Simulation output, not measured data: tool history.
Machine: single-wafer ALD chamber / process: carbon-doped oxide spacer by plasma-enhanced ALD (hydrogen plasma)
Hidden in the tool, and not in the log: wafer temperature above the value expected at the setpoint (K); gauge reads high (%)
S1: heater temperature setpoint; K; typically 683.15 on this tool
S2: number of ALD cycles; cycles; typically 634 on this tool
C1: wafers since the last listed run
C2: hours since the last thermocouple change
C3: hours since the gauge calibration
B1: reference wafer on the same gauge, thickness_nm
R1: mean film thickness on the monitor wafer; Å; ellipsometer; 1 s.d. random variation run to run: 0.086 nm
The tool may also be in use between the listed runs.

run,day,S1,S2,C1,C2,C3,B1,R1
1,0,683.15,634,0,2334.9,54.9,37.415,342.19
2,0.688,683.15,634,7,2351.4,71.4,37.433,342.26
3,0.983,683.15,634,3,2358.5,78.5,37.413,342.97
4,1.4,686.15,634,4,2368.5,88.5,37.409,340.12
5,1.788,686.15,634,4,2377.8,97.8,37.368,340.93
6,2.467,686.15,634,7,2394.1,114.1,37.394,340.49
7,3.162,677.15,634,7,2410.8,130.8,37.418,349.15
8,3.875,677.15,634,7,2427.9,147.9,37.388,348.81
9,4.267,694.15,711,4,2437.3,157.3,37.387,373.83
# day 4.9: gauge calibrated
10,4.988,683.15,634,7,2454.6,2.1,37.393,341.78
11,5.596,674.15,742,6,2469.2,16.7,37.404,409.78
# day 6.171: thermocouple changed; heater temperature recalibrated
12,6.192,678.15,722,2,0.5,31,37.404,394.9
13,6.246,691.15,756,0,1.8,32.3,37.373,398.64
14,6.492,683.15,634,2,7.7,38.2,37.408,342.39
15,7.096,696.15,587,6,22.2,52.7,37.43,306.19
16,7.475,690.15,592,3,31.3,61.8,37.428,313.78
17,7.742,693.15,553,2,37.7,68.2,37.418,290.19

Hidden state at the last listed run before each entry between runs and at the first one after, where it differs:
Between runs 9 and 10: gauge calibrated (day 4.9)
  the hidden state is the same at both runs
Between runs 11 and 12: thermocouple changed; heater temperature recalibrated (day 6.171)
  the hidden state is the same at both runs
